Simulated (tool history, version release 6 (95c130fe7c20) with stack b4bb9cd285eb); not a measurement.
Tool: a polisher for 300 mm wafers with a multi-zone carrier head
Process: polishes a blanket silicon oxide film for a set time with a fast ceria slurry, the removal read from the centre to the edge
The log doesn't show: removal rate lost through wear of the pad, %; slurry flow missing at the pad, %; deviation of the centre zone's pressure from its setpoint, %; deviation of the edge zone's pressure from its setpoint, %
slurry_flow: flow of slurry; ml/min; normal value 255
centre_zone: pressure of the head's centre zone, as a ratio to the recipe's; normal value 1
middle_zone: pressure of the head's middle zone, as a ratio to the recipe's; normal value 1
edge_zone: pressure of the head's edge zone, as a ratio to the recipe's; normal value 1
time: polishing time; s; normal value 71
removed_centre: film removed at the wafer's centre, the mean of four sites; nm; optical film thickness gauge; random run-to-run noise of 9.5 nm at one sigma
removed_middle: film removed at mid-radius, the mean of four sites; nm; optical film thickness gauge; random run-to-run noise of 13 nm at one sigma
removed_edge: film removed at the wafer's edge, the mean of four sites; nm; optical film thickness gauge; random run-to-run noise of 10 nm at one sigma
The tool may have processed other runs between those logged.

run    hour  slurry_flow  centre_zone  middle_zone  edge_zone  time  wafers since the last listed run  wafers polished on this pad  hours since the slurry nozzle was cleaned  hours since the centre zone pressure was calibrated  hours since the edge zone pressure was calibrated  hours since the carrier head's membrane was replaced  incoming thickness of the incoming film, nm  removed_centre  removed_middle  removed_edge
  1       0          255         1.04            1       0.94    71                                 0                          549                                      374.6                                               1054.8                                              265.1                                                 583.4                                       3089.4          1071.9          1039.6        1044.5
  2    63.9          255         1.07            1          1    89                               903                         1452                                      438.5                                               1118.7                                                329                                                 647.3                                       3118.2          1346.9          1308.4        1338.1
  3   107.9          255            1            1          1    71                               622                         2075                                      482.5                                               1162.7                                                373                                                 691.3                                       3011.1           997.4          1058.1        1067.8
  4   139.5          255            1            1          1    71                               446                         2521                                      514.1                                               1194.3                                              404.6                                                 722.9                                       3095.2            1005          1079.1        1100.7
      170.9  -- slurry nozzle cleaned
      188.7  -- edge zone pressure recalibrated
  5   264.5          220         0.92            1          1    50                              1725                         4247                                       93.6                                               1319.3                                               75.8                                                 847.9                                       3047.4             623           735.4         752.3
      291.9  -- centre zone pressure recalibrated
  6   312.9          255         0.97            1          1    71                               656                         4903                                        142                                                   21                                              124.2                                                 896.3                                       3071.5           876.3          1061.5        1057.9
  7   384.2          175            1            1          1    71                              1008                         5911                                      213.3                                                 92.3                                              195.5                                                 967.6                                       3120.5           864.3          1010.8        1048.9
  8   452.1          210         1.06         1.09          1    71                               960                         6871                                      281.2                                                160.2                                              263.4                                                1035.5                                       3095.4           934.7          1098.9        1044.2
      461.4  -- worn pad replaced by a new one
  9     632          255            1            1       1.09    71                              2487                         2412                                      461.1                                                340.1                                              443.3                                                1215.4                                       3043.2           901.6          1045.8        1121.3
 10   667.3          255         1.09            1          1    71                               499                         2911                                      496.4                                                375.4                                              478.6                                                1250.7                                       3105.5           983.3          1060.9        1078.3
        670  -- slurry nozzle cleaned
      698.3  -- edge zone pressure recalibrated
 11   725.5          255         0.94            1          1    71                               780                         3692                                       55.5                                                433.6                                               27.2                                                1308.9                                       3036.2           838.4          1058.5        1082.2
 12   766.2          330         0.91            1       0.89    71                               575                         4267                                       96.2                                                474.3                                               67.9                                                1349.6                                       3087.2           838.7          1082.5        1038.6
      774.6  -- centre zone pressure recalibrated, repeated, since the last time left the tool worse
 13   824.1          255            1          1.1          1    59                               790                         5058                                      154.1                                                 49.5                                              125.8                                                1407.5                                       3077.4           885.9           946.1         895.6
 14   874.1          315         0.94            1       1.07    71                               707                         5765                                      204.1                                                 99.5                                              175.8                                                1457.5                                         3009          1007.2          1089.8        1139.2
        914  -- worn pad replaced by a new one
 15   916.7          200            1         1.05          1    71                               545                           38                                      246.7                                                142.1                                              218.4                                                1500.1                                       3081.6          1019.8          1058.5        1038.9
 16   951.3          305            1            1       1.11    53                               489                          527                                      281.3                                                176.7                                                253                                                1534.7                                       3119.4           810.8           800.5         856.9
 17  1021.7          255         1.09            1          1    71                               995                         1523                                      351.7                                                247.1                                              323.4                                                1605.1                                       3059.8          1139.9          1064.6        1075.9
 18  1059.8          255            1         0.89          1    71                               538                         2062                                      389.8                                                285.2                                              361.5                                                1643.2                                       3072.3          1059.9           956.5          1083
 19  1094.5          255            1            1          1    71                               490                         2552                                      424.5                                                319.9                                              396.2                                                1677.9                                       3095.9          1063.3          1024.5        1054.2
 20  1139.2          255            1            1       0.89    63                               632                         3185                                      469.2                                                364.6                                              440.9                                                1722.6                                       3014.3           935.2           931.2         906.5
 21  1214.3          255         0.93         1.03       0.92    51                              1062                         4247                                      544.3                                                439.7                                                516                                                1797.7                                       3070.4             706             794         726.7

Consider 5 possible next runs. They are alternatives, not a sequence: every one starts from the tool as it was left by run 21. What does each give?
  A  1214.7          255            1            1          1    71                                 5                         4252                                      544.7                                                440.1                                              516.4                                                1798.1                                       3051.4               ?               ?             ?
  B  1214.7          255            1          1.1       0.88    71                                 5                         4252                                      544.7                                                440.1                                              516.4                                                1798.1                                       3051.4               ?               ?             ?
  C  1214.7          330         0.92         0.97       0.89    71                                 5                         4252                                      544.7                                                440.1                                              516.4                                                1798.1                                       3051.4               ?               ?             ?
  D  1214.7          310            1            1          1    71                                 5                         4252                                      544.7                                                440.1                                              516.4                                                1798.1                                       3051.4               ?               ?             ?
  E  1214.7          255         0.89            1          1    71                                 5                         4252                                      544.7                                                440.1                                              516.4                                                1798.1                                       3051.4               ?               ?             ?

run  removed_centre  removed_middle  removed_edge
  A          1045.3          1046.2        1075.8
  B            1046          1134.7        1011.9
  C             989          1047.3        1039.4
  D          1069.2          1067.7        1092.6
  E           929.3          1046.8        1075.8
Without the tool's hidden state the same runs would have given:
run  removed_centre  removed_middle  removed_edge
  A          1058.6          1046.1        1075.8
  B          1059.4          1134.6        1011.9
  C          1001.7          1047.2        1039.4
  D          1082.9          1067.7        1092.6
  E           941.3          1046.7        1075.8
